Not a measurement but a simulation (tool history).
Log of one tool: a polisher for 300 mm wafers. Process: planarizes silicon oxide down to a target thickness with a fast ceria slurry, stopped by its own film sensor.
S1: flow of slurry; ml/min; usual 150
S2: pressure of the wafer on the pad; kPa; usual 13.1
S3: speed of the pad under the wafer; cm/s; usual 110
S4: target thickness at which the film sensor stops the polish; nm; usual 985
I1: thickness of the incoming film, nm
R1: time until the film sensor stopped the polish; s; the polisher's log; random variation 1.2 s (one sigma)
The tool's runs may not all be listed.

Run 1, hour 0.0: usual settings but S2 15.9 kPa; I1 1790.6. Result: R1 58.4 s.
Run 2, hour 15.3: usual settings but S2 15.9 kPa; I1 1816.1. Result: R1 62.0 s.
Run 3, hour 33.0: usual settings; I1 1788.7. Result: R1 73.4 s.
Run 4, hour 47.1: usual settings; I1 1816.2. Result: R1 73.8 s.
At hour 56.5: worn pad replaced by a new one.
Run 5, hour 61.2: usual settings; I1 1791.0. Result: R1 72.6 s.
Run 6, hour 72.5: usual settings; I1 1797.2. Result: R1 72.2 s.
Run 7, hour 88.6: usual settings but S4 852 nm; I1 1783.9. Result: R1 81.8 s.
Run 8, hour 106.0: usual settings but S2 14.5 kPa; I1 1771.9. Result: R1 64.4 s.
Run 9, hour 112.8: usual settings but S2 14.5 kPa; I1 1821.6. Result: R1 67.0 s.
Run 10, hour 120.5: usual settings; I1 1795.0. Result: R1 76.1 s.
Run 11, hour 127.2: usual settings; I1 1832.7. Result: R1 76.4 s.
Run 12, hour 138.5: usual settings but S2 9.7 kPa; I1 1810.0. Result: R1 100.6 s.
At hour 140.2: slurry nozzle cleaned.
Run 13, hour 150.7: usual settings; I1 1769.2. Result: R1 71.6 s.
Run 14, hour 157.9: usual settings; I1 1772.5. Result: R1 73.2 s.
At hour 166.0: worn pad replaced by a new one.
Run 15, hour 173.9: usual settings; I1 1800.3. Result: R1 75.7 s.
Run 16, hour 184.2: usual settings but S2 17.2 kPa, S3 84 cm/s, S4 1083 nm; I1 1792.9. Result: R1 58.4 s.
Run 17, hour 195.6: usual settings but S3 122 cm/s, S4 1131 nm; I1 1800.4. Result: R1 59.1 s.
Run 18, hour 209.6: usual settings but S1 180 ml/min, S3 128 cm/s; I1 1809.8. Result: R1 65.7 s.
Run 19, hour 226.6: usual settings but S1 165 ml/min, S3 90 cm/s, S4 1173 nm; I1 1826.8. Result: R1 65.5 s.
At hour 237.4: head pressure recalibrated.
Run 20, hour 237.9: usual settings but S2 15.9 kPa, S4 752 nm; I1 1766.6. Result: R1 70.8 s.
Run 21, hour 244.7: usual settings; I1 1801.0. Result: R1 68.2 s.
Run 22, hour 256.0: usual settings but S1 180 ml/min, S4 1207 nm; I1 1791.0. Result: R1 48.5 s.
At hour 274.8: worn pad replaced by a new one.
Run 23, hour 275.3: usual settings but S1 130 ml/min; I1 1805.8. Result: R1 71.6 s.
Run 24, hour 278.7: usual settings but S3 80 cm/s; I1 1788.4. Result: R1 82.4 s.
Run 25, hour 293.3: usual settings; I1 1819.9. Result: R1 72.1 s.
Run 26, hour 306.4: usual settings but S3 134 cm/s; I1 1810.3. Result: R1 61.4 s.
Run 27, hour 318.5: usual settings; I1 1804.9. Result: R1 69.2 s.
Run 28, hour 332.6: usual settings but S1 165 ml/min, S2 15.2 kPa, S3 88 cm/s, S4 701 nm; I1 1766.9. Result: R1 92.0 s.
Run 29, hour 358.1: usual settings but S1 110 ml/min, S4 1251 nm; I1 1801.0. Result: R1 51.1 s.
Run 30, hour 367.7: usual settings but S1 185 ml/min, S2 15.2 kPa, S3 82 cm/s, S4 889 nm; I1 1804.1. Result: R1 78.5 s.

4 ways to go on from here, each from the tool as it stands after run 30. What would each give?
Run A, hour 368.1: usual settings but S4 1066 nm; I1 1776.6. Result: R1 ?.
Run B, hour 368.1: usual settings but S1 120 ml/min, S2 15.9 kPa, S3 134 cm/s, S4 913 nm; I1 1776.6. Result: R1 ?.
Run C, hour 368.1: usual settings but S2 16.5 kPa; I1 1776.6. Result: R1 ?.
Run D, hour 368.1: usual settings but S2 17.9 kPa, S4 1190 nm; I1 1776.6. Result: R1 ?.

run    R1
  A  61.7
  B  57.2
  C  54.4
  D  37.2
Without the tool's hidden state the same runs would have given:
run    R1
  A  60.8
  B  56.4
  C  53.6
  D  36.7
